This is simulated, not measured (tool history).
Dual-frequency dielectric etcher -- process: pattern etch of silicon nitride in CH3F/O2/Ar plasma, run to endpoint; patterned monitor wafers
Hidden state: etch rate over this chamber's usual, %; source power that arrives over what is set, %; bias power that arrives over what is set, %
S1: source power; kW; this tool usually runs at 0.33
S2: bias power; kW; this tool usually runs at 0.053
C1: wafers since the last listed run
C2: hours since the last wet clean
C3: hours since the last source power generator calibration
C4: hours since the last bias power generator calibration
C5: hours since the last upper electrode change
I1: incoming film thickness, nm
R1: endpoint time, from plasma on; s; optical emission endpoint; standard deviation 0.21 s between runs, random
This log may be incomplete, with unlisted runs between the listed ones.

Run 1, hour 0: usual settings; C1 0; C2 200.9; C3 1994.2; C4 2246.6; C5 4291.7; I1 21.42. Result: R1 38 s.
Run 2, hour 13.2: usual settings; C1 244; C2 214.1; C3 2007.4; C4 2259.8; C5 4304.9; I1 21.51. Result: R1 38.2 s.
Run 3, hour 27.5: usual settings but S1 0.27 kW, S2 0.056 kW; C1 264; C2 228.4; C3 2021.7; C4 2274.1; C5 4319.2; I1 21.53. Result: R1 40.4 s.
At hour 35.2: source power generator calibrated.
Run 4, hour 62.2: usual settings but S1 0.27 kW, S2 0.056 kW; C1 568; C2 263.1; C3 27; C4 2308.8; C5 4353.9; I1 21.59. Result: R1 40.5 s.
Run 5, hour 85.5: usual settings but S1 0.27 kW, S2 0.056 kW; C1 431; C2 286.4; C3 50.3; C4 2332.1; C5 4377.2; I1 21.37. Result: R1 39.9 s.
Run 6, hour 119.9: usual settings; C1 637; C2 320.8; C3 84.7; C4 2366.5; C5 4411.6; I1 21.46. Result: R1 38.3 s.
Run 7, hour 145.6: usual settings but S1 0.27 kW, S2 0.046 kW; C1 475; C2 346.5; C3 110.4; C4 2392.2; C5 4437.3; I1 21.42. Result: R1 43.2 s.
Run 8, hour 174.3: usual settings but S1 0.27 kW, S2 0.046 kW; C1 531; C2 375.2; C3 139.1; C4 2420.9; C5 4466; I1 21.5. Result: R1 43.8 s.
Run 9, hour 193.7: usual settings but S1 0.27 kW, S2 0.046 kW; C1 359; C2 394.6; C3 158.5; C4 2440.3; C5 4485.4; I1 21.39. Result: R1 43.9 s.
Run 10, hour 222.9: usual settings but S1 0.38 kW, S2 0.061 kW; C1 540; C2 423.8; C3 187.7; C4 2469.5; C5 4514.6; I1 21.43. Result: R1 35.2 s.
Run 11, hour 248.4: usual settings; C1 472; C2 449.3; C3 213.2; C4 2495; C5 4540.1; I1 21.55. Result: R1 39.2 s.
At hour 329.1: wet clean of the chamber.
Run 12, hour 329.6: usual settings; C1 1059; C2 0.5; C3 294.4; C4 2576.2; C5 4621.3; I1 21.76. Result: R1 38.4 s.
Run 13, hour 331.9: usual settings but S1 0.29 kW, S2 0.063 kW; C1 42; C2 2.8; C3 296.7; C4 2578.5; C5 4623.6; I1 21.58. Result: R1 37.2 s.
Run 14, hour 350.6: usual settings; C1 346; C2 21.5; C3 315.4; C4 2597.2; C5 4642.3; I1 21.6. Result: R1 38.4 s.
Run 15, hour 382.1: usual settings but S1 0.26 kW, S2 0.063 kW; C1 583; C2 53; C3 346.9; C4 2628.7; C5 4673.8; I1 21.2. Result: R1 38.2 s.
Run 16, hour 400: usual settings but S1 0.39 kW, S2 0.045 kW; C1 331; C2 70.9; C3 364.8; C4 2646.6; C5 4691.7; I1 21.69. Result: R1 38.2 s.
Run 17, hour 432.3: usual settings but S1 0.27 kW, S2 0.056 kW; C1 598; C2 103.2; C3 397.1; C4 2678.9; C5 4724; I1 21.5. Result: R1 40.1 s.
At hour 472.9: upper electrode replaced.
Run 18, hour 514.1: usual settings but S1 0.27 kW, S2 0.041 kW; C1 1070; C2 185; C3 478.9; C4 2760.7; C5 41.2; I1 21.56. Result: R1 45.2 s.

Expected results for the next run?
Run 19, hour 530.1: usual settings but S1 0.27 kW, S2 0.061 kW; C1 296; C2 201; C3 494.9; C4 2776.7; C5 57.2; I1 21.49. Result: R1 ?.

{"run 19": {"R1": 39}}
Had the tool carried no hidden state, the very same run would have given R1 38.2 s.
